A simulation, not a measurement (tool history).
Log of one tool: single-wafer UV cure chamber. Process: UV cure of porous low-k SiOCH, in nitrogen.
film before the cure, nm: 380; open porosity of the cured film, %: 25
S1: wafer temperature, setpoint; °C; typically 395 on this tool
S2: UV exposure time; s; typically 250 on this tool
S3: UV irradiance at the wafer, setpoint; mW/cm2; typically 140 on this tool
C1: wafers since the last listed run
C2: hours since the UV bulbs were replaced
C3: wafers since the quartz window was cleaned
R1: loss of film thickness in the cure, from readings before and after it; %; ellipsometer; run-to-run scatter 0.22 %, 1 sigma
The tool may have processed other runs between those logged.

run 1 hour=0.0 | S1=404 S2=250 S3=140 | C1=0 C2=794.2 C3=321 | R1=14.193
run 2 hour=10.6 | S1=404 S2=250 S3=140 | C1=66 C2=804.8 C3=388 | R1=13.729
run 3 hour=21.2 | S1=404 S2=250 S3=140 | C1=66 C2=815.4 C3=455 | R1=13.350
run 4 hour=30.3 | S1=395 S2=250 S3=140 | C1=57 C2=824.5 C3=513 | R1=13.793
run 5 hour=42.0 | S1=395 S2=250 S3=140 | C1=73 C2=836.2 C3=586 | R1=13.598
run 6 hour=50.3 | S1=405 S2=250 S3=140 | C1=52 C2=844.5 C3=639 | R1=14.138
run 7 hour=62.4 | S1=405 S2=250 S3=140 | C1=76 C2=856.6 C3=715 | R1=13.632
-- hour=90.8 quartz window cleaned
run 8 hour=107.9 | S1=395 S2=250 S3=140 | C1=236 C2=902.1 C3=108 | R1=13.302
run 9 hour=116.0 | S1=383 S2=250 S3=140 | C1=51 C2=910.2 C3=159 | R1=13.049
run 10 hour=126.6 | S1=383 S2=250 S3=140 | C1=66 C2=920.8 C3=226 | R1=13.376
run 11 hour=137.1 | S1=383 S2=250 S3=140 | C1=66 C2=931.3 C3=292 | R1=13.710
run 12 hour=143.5 | S1=395 S2=250 S3=140 | C1=40 C2=937.7 C3=332 | R1=13.677
run 13 hour=156.2 | S1=395 S2=210 S3=140 | C1=80 C2=950.4 C3=412 | R1=12.656
-- hour=171.2 UV bulbs replaced
run 14 hour=172.4 | S1=395 S2=250 S3=140 | C1=51 C2=1.2 C3=464 | R1=13.647
run 15 hour=181.2 | S1=395 S2=250 S3=140 | C1=55 C2=10.0 C3=520 | R1=14.177
run 16 hour=193.6 | S1=395 S2=250 S3=140 | C1=78 C2=22.4 C3=598 | R1=13.721
run 17 hour=210.7 | S1=395 S2=250 S3=140 | C1=107 C2=39.5 C3=706 | R1=13.811
run 18 hour=216.9 | S1=395 S2=250 S3=140 | C1=39 C2=45.7 C3=745 | R1=13.457
run 19 hour=232.6 | S1=380 S2=250 S3=140 | C1=99 C2=61.4 C3=844 | R1=13.287
run 20 hour=239.8 | S1=388 S2=150 S3=140 | C1=45 C2=68.6 C3=889 | R1=11.197
-- hour=252.9 quartz window cleaned
run 21 hour=254.5 | S1=389 S2=320 S3=152 | C1=42 C2=83.3 C3=10 | R1=15.726
run 22 hour=271.2 | S1=395 S2=250 S3=140 | C1=105 C2=100.0 C3=115 | R1=13.536
run 23 hour=286.8 | S1=376 S2=115 S3=140 | C1=98 C2=115.6 C3=213 | R1=9.582
run 24 hour=302.8 | S1=378 S2=145 S3=162 | C1=100 C2=131.6 C3=314 | R1=11.682
run 25 hour=315.6 | S1=378 S2=175 S3=169 | C1=80 C2=144.4 C3=395 | R1=13.114
run 26 hour=322.2 | S1=395 S2=250 S3=140 | C1=41 C2=151.0 C3=437 | R1=13.788
run 27 hour=335.6 | S1=401 S2=160 S3=121 | C1=84 C2=164.4 C3=521 | R1=11.325
run 28 hour=346.6 | S1=379 S2=250 S3=140 | C1=69 C2=175.4 C3=591 | R1=13.626
run 29 hour=378.5 | S1=403 S2=200 S3=100 | C1=201 C2=207.3 C3=792 | R1=10.841
run 30 hour=389.1 | S1=395 S2=250 S3=140 | C1=66 C2=217.9 C3=859 | R1=13.588
-- hour=398.7 quartz window cleaned
run 31 hour=400.2 | S1=395 S2=155 S3=158 | C1=19 C2=229.0 C3=9 | R1=12.230
run 32 hour=412.4 | S1=383 S2=105 S3=161 | C1=76 C2=241.2 C3=86 | R1=10.005
run 33 hour=424.1 | S1=411 S2=180 S3=140 | C1=73 C2=252.9 C3=160 | R1=12.506
run 34 hour=435.8 | S1=376 S2=165 S3=178 | C1=73 C2=264.6 C3=233 | R1=12.913
run 35 hour=449.6 | S1=395 S2=250 S3=140 | C1=87 C2=278.4 C3=321 | R1=13.763
run 36 hour=463.6 | S1=409 S2=120 S3=168 | C1=88 C2=292.4 C3=409 | R1=11.300
run 37 hour=477.2 | S1=404 S2=250 S3=170 | C1=85 C2=306.0 C3=495 | R1=15.072

Hidden condition of the tool, last listed run before each entry between runs versus first listed run after:
After run 7, before run 8: quartz window cleaned (hour 90.8)
  the hidden state is the same at both runs
After run 13, before run 14: UV bulbs replaced (hour 171.2)
  the hidden state is the same at both runs
After run 20, before run 21: quartz window cleaned (hour 252.9)
  the hidden state is the same at both runs
After run 30, before run 31: quartz window cleaned (hour 398.7)
  the hidden state is the same at both runs

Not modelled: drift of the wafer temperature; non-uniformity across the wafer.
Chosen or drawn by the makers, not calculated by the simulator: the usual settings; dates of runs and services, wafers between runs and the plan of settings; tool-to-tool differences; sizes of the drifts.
